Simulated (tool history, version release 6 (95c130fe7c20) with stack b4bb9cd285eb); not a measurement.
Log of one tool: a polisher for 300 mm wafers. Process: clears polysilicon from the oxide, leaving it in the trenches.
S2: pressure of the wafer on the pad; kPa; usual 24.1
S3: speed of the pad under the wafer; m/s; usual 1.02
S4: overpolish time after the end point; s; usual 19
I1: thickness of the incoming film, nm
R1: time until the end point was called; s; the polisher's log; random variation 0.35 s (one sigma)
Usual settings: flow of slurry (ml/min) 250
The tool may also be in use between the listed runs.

Run 1, hour 0: usual settings; I1 625.8. Result: R1 32.2 s.
Run 2, hour 35.6: usual settings; I1 638.6. Result: R1 33.7 s.
Run 3, hour 135.4: usual settings but S2 28.3 kPa; I1 632.4. Result: R1 30.2 s.
Run 4, hour 198.4: usual settings but S2 28.3 kPa; I1 641. Result: R1 31.6 s.
At hour 221.9: worn pad replaced by a new one, of another model than before.
Run 5, hour 233.6: usual settings but flow of slurry (ml/min) 270, S4 16 s; I1 635.1. Result: R1 32.5 s.
Run 6, hour 267.6: usual settings but flow of slurry (ml/min) 270, S4 16 s; I1 632.6. Result: R1 33.8 s.
Run 7, hour 289: usual settings; I1 632.7. Result: R1 33.7 s.
Run 8, hour 312.1: usual settings but S3 1.18 m/s, S4 27 s; I1 628. Result: R1 29.7 s.
Run 9, hour 342.1: usual settings but S3 1.18 m/s, S4 27 s; I1 633.9. Result: R1 30.8 s.
Run 10, hour 365.8: usual settings but S3 1.26 m/s; I1 631.2. Result: R1 28.9 s.
Run 11, hour 389.5: usual settings but S3 1.26 m/s; I1 633.6. Result: R1 29.9 s.
Run 12, hour 419.2: usual settings but S4 27 s; I1 641.6. Result: R1 35.9 s.
Run 13, hour 435.6: usual settings but S4 27 s; I1 641.8. Result: R1 35.9 s.
At hour 442.3: worn pad replaced by a new one.
Run 14, hour 454.9: usual settings but S2 32.4 kPa; I1 634.2. Result: R1 27 s.
Run 15, hour 476.3: usual settings but S2 27.6 kPa, S4 30 s; I1 626.3. Result: R1 29.9 s.
Run 16, hour 494.3: usual settings but flow of slurry (ml/min) 305, S2 32.4 kPa; I1 634.1. Result: R1 27.1 s.
At hour 529: slurry nozzle cleaned.
Run 17, hour 556.9: usual settings but S3 0.88 m/s; I1 624.2. Result: R1 37 s.
Run 18, hour 579.2: usual settings; I1 634.2. Result: R1 35.1 s.
Run 19, hour 602.4: usual settings but S3 1.3 m/s, S4 24 s; I1 619.6. Result: R1 28.5 s.
At hour 619.9: head pressure recalibrated.
Run 20, hour 629.6: usual settings but flow of slurry (ml/min) 175, S2 21.4 kPa; I1 621.2. Result: R1 37.9 s.
Run 21, hour 651.2: usual settings but S2 18.6 kPa, S3 1.3 m/s; I1 630.5. Result: R1 33.7 s.
Run 22, hour 664.5: usual settings but S3 1.34 m/s; I1 636.3. Result: R1 28.8 s.
Run 23, hour 681: usual settings; I1 626.6. Result: R1 35.7 s.
At hour 705.4: worn pad replaced by a new one.
Run 24, hour 705.9: usual settings but flow of slurry (ml/min) 180, S2 26.9 kPa; I1 629.1. Result: R1 32.3 s.
Run 25, hour 724.2: usual settings but flow of slurry (ml/min) 290, S3 1.16 m/s, S4 24 s; I1 618.3. Result: R1 29.4 s.
Run 26, hour 751: usual settings but flow of slurry (ml/min) 285; I1 635.4. Result: R1 33.7 s.
Run 27, hour 786.3: usual settings but flow of slurry (ml/min) 270, S4 16 s; I1 623.1. Result: R1 33.4 s.
Run 28, hour 814.8: usual settings but flow of slurry (ml/min) 285, S4 27 s; I1 631.8. Result: R1 33.3 s.
Run 29, hour 849.6: usual settings but flow of slurry (ml/min) 325, S4 24 s; I1 626.4. Result: R1 33.5 s.
Run 30, hour 867.9: usual settings but S2 30.3 kPa, S3 0.82 m/s; I1 639.9. Result: R1 35 s.
Run 31, hour 880.3: usual settings but S4 9 s; I1 629.1. Result: R1 34.9 s.
Run 32, hour 898.4: usual settings but S3 1.38 m/s, S4 9 s; I1 623.1. Result: R1 27.4 s.
Run 33, hour 917.5: usual settings; I1 629.1. Result: R1 34.8 s.
At hour 922.4: worn pad replaced by a new one.
Run 34, hour 950.8: usual settings but flow of slurry (ml/min) 310, S2 31 kPa, S3 1.3 m/s, S4 26 s; I1 630. Result: R1 22.2 s.
Run 35, hour 973.6: usual settings; I1 634.8. Result: R1 32.7 s.

Hidden state or all else? Some run-to-run changes of R1, split into what the settings, what came in and random variation would give without the hidden state, and what is left for the hidden state (with any gauge scatter that isn't in both results):
The hidden state here: removal rate lost through wear of the pad, %; slurry flow missing at the pad, %; deviation of the head's pressure from its setpoint, %.
Run 13 -> 14: S2 24.1 -> 32.4, S4 27 -> 19, worn pad replaced by a new one. R1 -8.9 s: hidden state -2.8, all else -6.1.
Run 16 -> 17: flow of slurry (ml/min) 305 -> 250, S2 32.4 -> 24.1, S3 1.02 -> 0.88, slurry nozzle cleaned. R1 +9.9 s: hidden state +1, all else +8.9.
Run 23 -> 24: flow of slurry (ml/min) 250 -> 180, S2 24.1 -> 26.9, worn pad replaced by a new one. R1 -3.4 s: hidden state -2.6, all else -0.8.
Run 33 -> 34: flow of slurry (ml/min) 250 -> 310, S2 24.1 -> 31, S3 1.02 -> 1.3, S4 19 -> 26, worn pad replaced by a new one. R1 -12.6 s: hidden state -2.5, all else -10.1.
Run 34 -> 35: flow of slurry (ml/min) 310 -> 250, S2 31 -> 24.1, S3 1.3 -> 1.02, S4 26 -> 19. R1 +10.5 s: hidden state +0.4, all else +10.1.
